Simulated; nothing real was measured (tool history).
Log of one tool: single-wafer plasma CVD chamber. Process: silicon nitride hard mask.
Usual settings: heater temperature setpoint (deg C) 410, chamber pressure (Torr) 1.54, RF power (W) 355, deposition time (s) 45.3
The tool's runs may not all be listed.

run,hour,heater temperature setpoint (deg C),chamber pressure (Torr),RF power (W),deposition time (s),"read-back reference wafer on the same gauge, thickness_nm",mean film thickness on the monitor wafer (nm)
1,0,405,1.54,355,47.7,55.955,55.611
2,29.2,405,1.54,355,47.7,55.87,55.453
3,49.1,405,1.54,355,47.7,55.865,55.726
4,73.4,410,1.54,355,45.3,55.9,52.498
5,89.1,410,1.54,355,45.3,55.811,52.687
6,117.5,410,1.54,355,45.3,55.871,52.825
7,151.7,410,1.73,355,49.3,55.936,58.144
8,184.4,410,1.73,355,49.3,55.866,58.64
# hour 192.8: gauge calibrated
9,199.1,410,1.73,355,49.3,55.926,58.606
10,213.6,410,1.54,355,45.3,55.817,52.198
11,248.1,410,1.54,355,45.3,55.871,52.325
# hour 279.9: showerhead replaced
# hour 282.6: RF generator calibrated
12,283.1,422,1.34,285,40.1,55.815,38.826
13,300.2,410,1.42,325,41.7,55.869,46.966
14,322.5,403,1.31,355,45.3,55.974,54.958
15,341.7,397,1.54,355,45.3,55.839,56.442
# hour 356.5: capacitance manometer re-zeroed and calibrated
16,366.2,410,1.54,380,45.3,55.849,59.611
# hour 379.4: thermocouple changed; heater temperature recalibrated
17,395.1,423,1.9,355,41.5,55.892,52.601

The next listed run, before its measurement:
18,412,418,1.54,380,38,?,?

{"run 18": {"read-back reference wafer on the same gauge, thickness_nm": 55.861, "mean film thickness on the monitor wafer (nm)": 48.977}}
Without the tool's hidden state the same run would have given mean film thickness on the monitor wafer (nm) 50.302.

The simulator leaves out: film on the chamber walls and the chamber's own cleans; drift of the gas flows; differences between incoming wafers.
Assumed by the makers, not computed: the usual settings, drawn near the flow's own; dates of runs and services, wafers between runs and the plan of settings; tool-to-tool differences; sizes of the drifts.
